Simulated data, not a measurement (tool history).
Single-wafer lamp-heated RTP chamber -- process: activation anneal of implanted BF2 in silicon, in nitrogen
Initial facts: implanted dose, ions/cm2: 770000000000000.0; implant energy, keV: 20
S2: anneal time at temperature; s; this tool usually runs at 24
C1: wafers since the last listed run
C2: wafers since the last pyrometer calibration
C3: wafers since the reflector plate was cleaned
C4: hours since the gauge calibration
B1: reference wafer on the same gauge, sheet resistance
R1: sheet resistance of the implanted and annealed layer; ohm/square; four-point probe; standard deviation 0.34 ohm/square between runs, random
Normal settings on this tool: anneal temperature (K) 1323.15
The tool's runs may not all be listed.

run 1 hour=0 | anneal_temperature_(K)=1323.15 S2=17 | C1=0 C2=10 C3=2207 C4=1830.5 | B1=142.9 | R1=165.72
run 2 hour=77 | anneal_temperature_(K)=1323.15 S2=17 | C1=1211 C2=1222 C3=3419 C4=1907.5 | B1=142.85 | R1=165.37
run 3 hour=146.5 | anneal_temperature_(K)=1339.15 S2=24 | C1=1093 C2=2315 C3=4512 C4=1977 | B1=142.77 | R1=155.75
run 4 hour=238.6 | anneal_temperature_(K)=1323.15 S2=24 | C1=1449 C2=3765 C3=5962 C4=2069.1 | B1=142.69 | R1=161.27
run 5 hour=326.4 | anneal_temperature_(K)=1323.15 S2=24 | C1=1381 C2=5146 C3=7343 C4=2156.9 | B1=142.61 | R1=161.26
run 6 hour=376.6 | anneal_temperature_(K)=1323.15 S2=24 | C1=789 C2=5936 C3=8133 C4=2207.1 | B1=142.61 | R1=161.7
run 7 hour=426.2 | anneal_temperature_(K)=1323.15 S2=24 | C1=780 C2=6717 C3=8914 C4=2256.7 | B1=142.55 | R1=161.98
run 8 hour=491.9 | anneal_temperature_(K)=1323.15 S2=24 | C1=1033 C2=7751 C3=9948 C4=2322.4 | B1=142.55 | R1=161.26
run 9 hour=564.2 | anneal_temperature_(K)=1332.15 S2=24 | C1=1137 C2=8889 C3=11086 C4=2394.7 | B1=142.53 | R1=158.38
-- hour=615.2 reflector plate cleaned
run 10 hour=650.9 | anneal_temperature_(K)=1332.15 S2=24 | C1=1238 C2=10127 C3=561 C4=2481.4 | B1=142.36 | R1=157.76
-- hour=683.8 pyrometer window cleaned and pyrometer calibrated
run 11 hour=744.1 | anneal_temperature_(K)=1332.15 S2=24 | C1=1340 C2=949 C3=1902 C4=2574.6 | B1=142.42 | R1=157.49
run 12 hour=1024.6 | anneal_temperature_(K)=1303.15 S2=24 | C1=4414 C2=5363 C3=6316 C4=2855.1 | B1=142.23 | R1=170.08
run 13 hour=1120.8 | anneal_temperature_(K)=1323.15 S2=24 | C1=1513 C2=6877 C3=7830 C4=2951.3 | B1=142.02 | R1=160.76
run 14 hour=1187.8 | anneal_temperature_(K)=1294.15 S2=28 | C1=1054 C2=7932 C3=8884 C4=3018.3 | B1=142.08 | R1=172.65
-- hour=1216.5 reflector plate cleaned
run 15 hour=1229.3 | anneal_temperature_(K)=1323.15 S2=24 | C1=527 C2=8459 C3=201 C4=3059.8 | B1=142.05 | R1=160.63
run 16 hour=1287.5 | anneal_temperature_(K)=1323.15 S2=12 | C1=915 C2=9375 C3=1116 C4=3118 | B1=141.89 | R1=169.22
-- hour=1308.6 pyrometer window cleaned and pyrometer calibrated
run 17 hour=1389.9 | anneal_temperature_(K)=1323.15 S2=24 | C1=1485 C2=1279 C3=2602 C4=3220.4 | B1=141.84 | R1=160.2
run 18 hour=1477.7 | anneal_temperature_(K)=1352.15 S2=33 | C1=1381 C2=2661 C3=3984 C4=3308.2 | B1=141.72 | R1=147.2
run 19 hour=1553.2 | anneal_temperature_(K)=1332.15 S2=18 | C1=1188 C2=3849 C3=5172 C4=3383.7 | B1=141.74 | R1=159.38
-- hour=1650.1 gauge calibrated
run 20 hour=1657.1 | anneal_temperature_(K)=1298.15 S2=19 | C1=1635 C2=5484 C3=6807 C4=7 | B1=143.26 | R1=177.82
run 21 hour=1751.5 | anneal_temperature_(K)=1311.15 S2=20 | C1=1485 C2=6970 C3=8292 C4=101.4 | B1=143.22 | R1=170.17
-- hour=1794.1 reflector plate cleaned
run 22 hour=1845.5 | anneal_temperature_(K)=1323.15 S2=24 | C1=1353 C2=8323 C3=809 C4=195.4 | B1=143.25 | R1=162.14
run 23 hour=1902.8 | anneal_temperature_(K)=1335.15 S2=11 | C1=901 C2=9225 C3=1710 C4=252.7 | B1=143.11 | R1=165.64
run 24 hour=1967.3 | anneal_temperature_(K)=1296.15 S2=20 | C1=1015 C2=10240 C3=2725 C4=317.2 | B1=143.16 | R1=178.27
-- hour=2030.8 pyrometer window cleaned and pyrometer calibrated
run 25 hour=2081.9 | anneal_temperature_(K)=1323.15 S2=24 | C1=1677 C2=804 C3=4403 C4=431.8 | B1=143.16 | R1=162.1
run 26 hour=2134 | anneal_temperature_(K)=1297.15 S2=36 | C1=819 C2=1624 C3=5223 C4=483.9 | B1=143.14 | R1=167.77
run 27 hour=2237.5 | anneal_temperature_(K)=1294.15 S2=11 | C1=1628 C2=3253 C3=6852 C4=587.4 | B1=143.23 | R1=190.01
run 28 hour=2276 | anneal_temperature_(K)=1323.15 S2=24 | C1=605 C2=3859 C3=7457 C4=625.9 | B1=143.11 | R1=162.03
run 29 hour=2326.5 | anneal_temperature_(K)=1323.15 S2=19 | C1=794 C2=4653 C3=8252 C4=676.4 | B1=143.01 | R1=164.93
run 30 hour=2397.5 | anneal_temperature_(K)=1323.15 S2=24 | C1=1117 C2=5771 C3=9369 C4=747.4 | B1=143.1 | R1=162.18
-- hour=2406.4 reflector plate cleaned
run 31 hour=2470.4 | anneal_temperature_(K)=1337.15 S2=11 | C1=1021 C2=6792 C3=1007 C4=820.3 | B1=143.16 | R1=165.29
run 32 hour=2569.1 | anneal_temperature_(K)=1350.15 S2=16 | C1=1553 C2=8345 C3=2560 C4=919 | B1=143.12 | R1=157.01
-- hour=2601.5 pyrometer window cleaned and pyrometer calibrated
run 33 hour=2610 | anneal_temperature_(K)=1348.15 S2=16 | C1=517 C2=133 C3=3078 C4=959.9 | B1=143.04 | R1=157.25
run 34 hour=2713 | anneal_temperature_(K)=1323.15 S2=24 | C1=1620 C2=1754 C3=4699 C4=1062.9 | B1=143.1 | R1=162.08
run 35 hour=2749.4 | anneal_temperature_(K)=1310.15 S2=28 | C1=572 C2=2327 C3=5272 C4=1099.3 | B1=143.08 | R1=165.12

Each row is a separate what-if for the run after 35, all from the same tool condition, not one after another. Results?
run A hour=2749.8 | anneal_temperature_(K)=1323.15 S2=24 | C1=6 C2=2333 C3=5278 C4=1099.7 | B1=? | R1=?
run B hour=2749.8 | anneal_temperature_(K)=1304.15 S2=36 | C1=6 C2=2333 C3=5278 C4=1099.7 | B1=? | R1=?
run C hour=2749.8 | anneal_temperature_(K)=1341.15 S2=12 | C1=6 C2=2333 C3=5278 C4=1099.7 | B1=? | R1=?
run D hour=2749.8 | anneal_temperature_(K)=1308.15 S2=11 | C1=6 C2=2333 C3=5278 C4=1099.7 | B1=? | R1=?
run E hour=2749.8 | anneal_temperature_(K)=1350.15 S2=14 | C1=6 C2=2333 C3=5278 C4=1099.7 | B1=? | R1=?

run=A B1=143.19 R1=162.12
run=B B1=143.19 R1=164.66
run=C B1=143.19 R1=162.91
run=D B1=143.19 R1=180.45
run=E B1=143.19 R1=158.31
Take away the tool's hidden state, keep each run's random variation, and the runs would have read:
run=A R1=162.06
run=B R1=164.6
run=C R1=162.86
run=D R1=180.39
run=E R1=158.26
